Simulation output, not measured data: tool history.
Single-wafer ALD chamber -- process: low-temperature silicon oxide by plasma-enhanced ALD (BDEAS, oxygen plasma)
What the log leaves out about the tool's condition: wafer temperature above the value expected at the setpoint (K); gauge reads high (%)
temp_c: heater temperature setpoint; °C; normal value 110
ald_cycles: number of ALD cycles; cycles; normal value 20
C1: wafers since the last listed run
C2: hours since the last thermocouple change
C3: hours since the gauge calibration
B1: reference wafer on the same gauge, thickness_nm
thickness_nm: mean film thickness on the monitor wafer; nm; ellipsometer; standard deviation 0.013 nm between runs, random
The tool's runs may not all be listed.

{"run": 1, "hour": 0.0, "temp_c": 121, "ald_cycles": 20, "C1": 0, "C2": 315.1, "C3": 735.6, "B1": 2.059, "thickness_nm": 2.396}
{"run": 2, "hour": 89.8, "temp_c": 121, "ald_cycles": 20, "C1": 753, "C2": 404.9, "C3": 825.4, "B1": 2.046, "thickness_nm": 2.376}
{"run": 3, "hour": 114.3, "temp_c": 121, "ald_cycles": 20, "C1": 205, "C2": 429.4, "C3": 849.9, "B1": 2.039, "thickness_nm": 2.38}
{"run": 4, "hour": 147.5, "temp_c": 120, "ald_cycles": 20, "C1": 278, "C2": 462.6, "C3": 883.1, "B1": 2.034, "thickness_nm": 2.375}
{"run": 5, "hour": 176.8, "temp_c": 120, "ald_cycles": 20, "C1": 245, "C2": 491.9, "C3": 912.4, "B1": 2.031, "thickness_nm": 2.382}
{"hour": 188.6, "done": "gauge calibrated"}
{"run": 6, "hour": 207.4, "temp_c": 120, "ald_cycles": 20, "C1": 256, "C2": 522.5, "C3": 18.8, "B1": 2.11, "thickness_nm": 2.455}
{"run": 7, "hour": 264.0, "temp_c": 110, "ald_cycles": 20, "C1": 474, "C2": 579.1, "C3": 75.4, "B1": 2.107, "thickness_nm": 2.505}
{"run": 8, "hour": 301.6, "temp_c": 110, "ald_cycles": 20, "C1": 315, "C2": 616.7, "C3": 113.0, "B1": 2.106, "thickness_nm": 2.512}
{"run": 9, "hour": 346.7, "temp_c": 105, "ald_cycles": 20, "C1": 378, "C2": 661.8, "C3": 158.1, "B1": 2.104, "thickness_nm": 2.534}
{"run": 10, "hour": 398.3, "temp_c": 110, "ald_cycles": 20, "C1": 432, "C2": 713.4, "C3": 209.7, "B1": 2.102, "thickness_nm": 2.501}
{"run": 11, "hour": 452.8, "temp_c": 110, "ald_cycles": 20, "C1": 457, "C2": 767.9, "C3": 264.2, "B1": 2.1, "thickness_nm": 2.479}
{"run": 12, "hour": 487.5, "temp_c": 110, "ald_cycles": 20, "C1": 290, "C2": 802.6, "C3": 298.9, "B1": 2.1, "thickness_nm": 2.495}
{"run": 13, "hour": 546.2, "temp_c": 96, "ald_cycles": 24, "C1": 492, "C2": 861.3, "C3": 357.6, "B1": 2.092, "thickness_nm": 3.141}
{"run": 14, "hour": 585.6, "temp_c": 106, "ald_cycles": 20, "C1": 330, "C2": 900.7, "C3": 397.0, "B1": 2.092, "thickness_nm": 2.518}
{"run": 15, "hour": 625.4, "temp_c": 110, "ald_cycles": 20, "C1": 333, "C2": 940.5, "C3": 436.8, "B1": 2.088, "thickness_nm": 2.484}
{"run": 16, "hour": 682.9, "temp_c": 101, "ald_cycles": 18, "C1": 482, "C2": 998.0, "C3": 494.3, "B1": 2.084, "thickness_nm": 2.277}
{"run": 17, "hour": 715.7, "temp_c": 106, "ald_cycles": 17, "C1": 275, "C2": 1030.8, "C3": 527.1, "B1": 2.082, "thickness_nm": 2.123}
{"run": 18, "hour": 930.4, "temp_c": 115, "ald_cycles": 22, "C1": 1800, "C2": 1245.5, "C3": 741.8, "B1": 2.056, "thickness_nm": 2.696}
{"hour": 1062.1, "done": "thermocouple changed; heater temperature recalibrated"}
{"run": 19, "hour": 1071.0, "temp_c": 117, "ald_cycles": 23, "C1": 1111, "C2": 8.9, "C3": 882.4, "B1": 2.036, "thickness_nm": 2.739}
{"run": 20, "hour": 1113.5, "temp_c": 124, "ald_cycles": 20, "C1": 356, "C2": 51.4, "C3": 924.9, "B1": 2.023, "thickness_nm": 2.328}
{"hour": 1175.4, "done": "gauge calibrated"}
{"run": 21, "hour": 1184.2, "temp_c": 110, "ald_cycles": 20, "C1": 592, "C2": 122.1, "C3": 8.8, "B1": 2.11, "thickness_nm": 2.524}
{"run": 22, "hour": 1254.4, "temp_c": 116, "ald_cycles": 24, "C1": 588, "C2": 192.3, "C3": 79.0, "B1": 2.108, "thickness_nm": 2.973}

Forecast run 23:
{"run": 23, "hour": 1457.4, "temp_c": 95, "ald_cycles": 22, "C1": 1702, "C2": 395.3, "C3": 282.0, "B1": "?", "thickness_nm": "?"}

Run 23 gave B1 2.104, thickness_nm 2.869 nm.
With the hidden condition absent and the run-to-run variation left alone, this run would have shown thickness_nm 2.879 nm.
